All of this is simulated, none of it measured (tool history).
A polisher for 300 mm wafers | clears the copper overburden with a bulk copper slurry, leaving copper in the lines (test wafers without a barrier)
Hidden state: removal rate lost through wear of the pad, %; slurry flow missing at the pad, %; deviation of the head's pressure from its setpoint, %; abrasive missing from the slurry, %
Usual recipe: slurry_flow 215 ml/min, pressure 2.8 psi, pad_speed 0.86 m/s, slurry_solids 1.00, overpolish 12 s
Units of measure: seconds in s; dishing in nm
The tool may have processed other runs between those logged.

run,hour,slurry_flow,pressure,pad_speed,slurry_solids,overpolish,wafers since the last listed run,wafers polished on this pad,hours since the slurry nozzle was cleaned,hours since the head pressure was calibrated,hours since the slurry blender was calibrated,"incoming thickness of the incoming film, nm",seconds,dishing
1,0.0,215,2.8,0.86,1.00,12,0,5110,681.1,37.5,325.0,727.8,108.2,54.3
# hour 86.8: slurry nozzle cleaned
2,93.7,215,2.8,0.86,1.00,12,920,6030,6.9,131.2,418.7,725.1,107.7,54.9
3,171.5,275,2.8,0.86,1.00,7,772,6802,84.7,209.0,496.5,715.9,107.5,36.4
4,246.1,275,2.8,0.78,1.30,12,740,7543,159.3,283.6,571.1,725.0,110.9,53.9
# hour 306.7: worn pad replaced by a new one, of another model than before
5,307.2,215,2.8,0.86,1.00,12,566,5,220.4,344.7,632.2,732.4,112.7,53.9
6,397.9,215,2.5,0.86,1.00,9,900,905,311.1,435.4,722.9,719.2,125.3,37.5
7,435.9,240,2.8,0.58,1.00,18,377,1282,349.1,473.4,760.9,713.7,138.8,57.3
8,525.1,215,3.7,0.86,1.00,12,885,2167,438.3,562.6,850.1,723.2,87.4,65.5
9,561.7,165,2.8,0.86,1.00,12,363,2531,474.9,599.2,886.7,708.2,110.9,50.8
# hour 576.1: slurry blender recalibrated
10,638.2,195,2.5,1.02,1.00,9,739,3270,551.4,675.7,62.1,715.4,100.5,47.5
11,703.2,215,2.8,0.86,1.00,12,645,3915,616.4,740.7,127.1,729.5,100.4,54.1
# hour 806.9: slurry nozzle cleaned
12,807.4,215,2.8,0.86,1.30,12,1024,4939,0.5,844.9,231.3,713.7,99.6,59.0
# hour 877.8: head pressure recalibrated
13,898.0,185,2.8,0.86,0.85,7,879,5819,91.1,20.2,321.9,719.8,113.9,35.5
14,943.0,215,2.8,0.86,1.25,12,446,6265,136.1,65.2,366.9,724.3,102.9,55.8
# hour 1063.6: worn pad replaced by a new one
15,1179.8,215,2.8,0.86,1.00,12,2310,1152,372.9,302.0,603.7,727.6,114.5,52.1
16,1280.6,215,2.8,0.86,1.00,12,1000,2153,473.7,402.8,704.5,720.4,111.3,54.2
17,1370.9,260,2.5,0.86,1.00,12,896,3049,564.0,493.1,794.8,725.4,120.7,50.5
# hour 1386.8: slurry blender recalibrated
18,1470.7,275,2.8,0.86,1.00,12,970,4020,663.8,592.9,83.9,719.4,99.4,58.6
19,1530.9,215,2.8,0.86,1.00,12,597,4617,724.0,653.1,144.1,729.6,101.3,54.4
20,1580.7,215,2.8,0.86,1.00,12,494,5111,773.8,702.9,193.9,705.1,104.8,54.7
# hour 1615.0: head pressure recalibrated
21,1676.8,215,2.8,0.56,1.25,7,933,6045,869.9,61.8,290.0,730.0,142.7,29.2
# hour 1696.1: slurry nozzle cleaned
22,1718.2,215,2.8,0.86,1.00,12,400,6446,22.1,103.2,331.4,715.1,108.4,52.7
23,1795.2,215,2.8,0.86,0.90,12,764,7210,99.1,180.2,408.4,716.0,109.1,52.8
# hour 1836.1: worn pad replaced by a new one
24,1858.4,215,2.5,0.66,1.15,12,587,221,162.3,243.4,471.6,724.6,144.7,44.4
25,1961.5,215,2.8,0.86,0.80,10,1023,1244,265.4,346.5,574.7,726.6,118.2,46.1
26,2052.0,215,2.8,0.70,0.75,12,898,2142,355.9,437.0,665.2,720.3,135.0,45.9
# hour 2099.8: slurry blender recalibrated
27,2149.0,250,3.5,0.86,1.25,14,942,3085,452.9,534.0,49.2,720.4,77.1,75.5

Predict each of these 5 candidate next runs independently; none follows another, all start after run 27:
A,2149.5,215,2.8,0.86,1.00,12,4,3090,453.4,534.5,49.7,723.9,?,?
B,2149.5,145,2.8,0.86,1.00,9,4,3090,453.4,534.5,49.7,723.9,?,?
C,2149.5,215,2.5,0.86,1.00,17,4,3090,453.4,534.5,49.7,723.9,?,?
D,2149.5,215,2.8,0.86,1.20,8,4,3090,453.4,534.5,49.7,723.9,?,?
E,2149.5,250,2.8,0.70,1.00,12,4,3090,453.4,534.5,49.7,723.9,?,?

run,seconds,dishing
A,101.1,57.0
B,105.3,44.9
C,112.5,65.7
D,96.5,43.9
E,115.6,51.9
With no hidden state in the tool, these same runs would have given:
run,seconds,dishing
A,99.1,57.8
B,103.2,45.6
C,110.2,66.5
D,94.6,44.6
E,113.3,52.7
